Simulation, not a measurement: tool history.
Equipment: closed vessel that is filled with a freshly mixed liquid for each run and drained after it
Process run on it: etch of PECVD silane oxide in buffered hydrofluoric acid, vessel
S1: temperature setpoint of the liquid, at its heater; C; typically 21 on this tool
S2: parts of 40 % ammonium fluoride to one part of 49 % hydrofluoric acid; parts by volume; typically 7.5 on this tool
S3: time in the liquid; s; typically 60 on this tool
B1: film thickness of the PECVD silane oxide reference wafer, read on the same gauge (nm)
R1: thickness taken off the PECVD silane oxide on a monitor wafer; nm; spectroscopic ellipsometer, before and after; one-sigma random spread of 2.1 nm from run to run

run,hour,S1,S2,S3,B1,R1
1,0,21,7.5,60,150.02,292.57
2,9.1,24.5,7.5,60,149.98,354.36
3,20.3,24.5,7.5,60,150.01,352.26
4,29.7,19.5,7.5,60,149.98,272.02
5,38.3,19.5,7.5,60,149.98,265.07
6,49.3,19.5,7.5,60,150,270.61
7,61.6,21,7.5,60,149.96,294.74
8,75.7,21,7.5,60,149.98,294.66
9,88.2,21,5,60,150,424.97
10,95.2,24,10.5,60,150.01,252.68
11,104.1,21,7.5,60,150.01,292.27
12,117.5,21,7.5,60,149.98,290.4
13,135.3,21,7.5,60,149.99,297.09
# hour 144.8: hydrofluoric acid flow meter replaced
14,152.3,21,6,60,149.99,363.2
15,167.3,19,8.5,75,149.99,290.3
16,182.7,21,7.5,60,149.99,291.33
# hour 189.2: thermometer replaced
17,192,21,7.5,60,150,252.74
18,198.1,17.5,9.5,80,149.98,216.75
19,213.5,22.5,7.5,30,149.97,135.22
# hour 217.8: gauge calibrated
20,228.6,21,7.5,60,150.02,252.53
21,235.1,21,7.5,45,150,187.86
22,244.8,21,9,45,150.02,154.78
23,262.3,23,7.5,60,150.01,277.7
24,276.8,21,7.5,60,150.01,253.89
25,283.6,21,7.5,60,150.03,254.58
26,290,25.5,6,60,150.02,402.36
27,300.4,26,5.5,85,150,631.17
28,313,17,5.5,95,150.04,426.41
29,326.9,21,7.5,90,150.01,379.13
30,338.5,22.5,6,60,150.01,341.77
31,354.1,17,6.5,75,149.97,291.6
32,366.3,24.5,5.5,75,149.99,508.41
33,381.9,21,6.5,60,150,288.87

What if the next run were any one of these 4? Each begins from the tool's condition after run 33:
A,382.6,21,7.5,60,?,?
B,382.6,23,6,60,?,?
C,382.6,24,8.5,80,?,?
D,382.6,23,9.5,95,?,?

run,B1,R1
A,150.01,252.81
B,150.01,347.55
C,150.01,347.11
D,150.01,354.55
The same runs, with their run-to-run variation unchanged, on a tool lacking any hidden condition would have given:
run,R1
A,250.02
B,343.77
C,343.35
D,350.69

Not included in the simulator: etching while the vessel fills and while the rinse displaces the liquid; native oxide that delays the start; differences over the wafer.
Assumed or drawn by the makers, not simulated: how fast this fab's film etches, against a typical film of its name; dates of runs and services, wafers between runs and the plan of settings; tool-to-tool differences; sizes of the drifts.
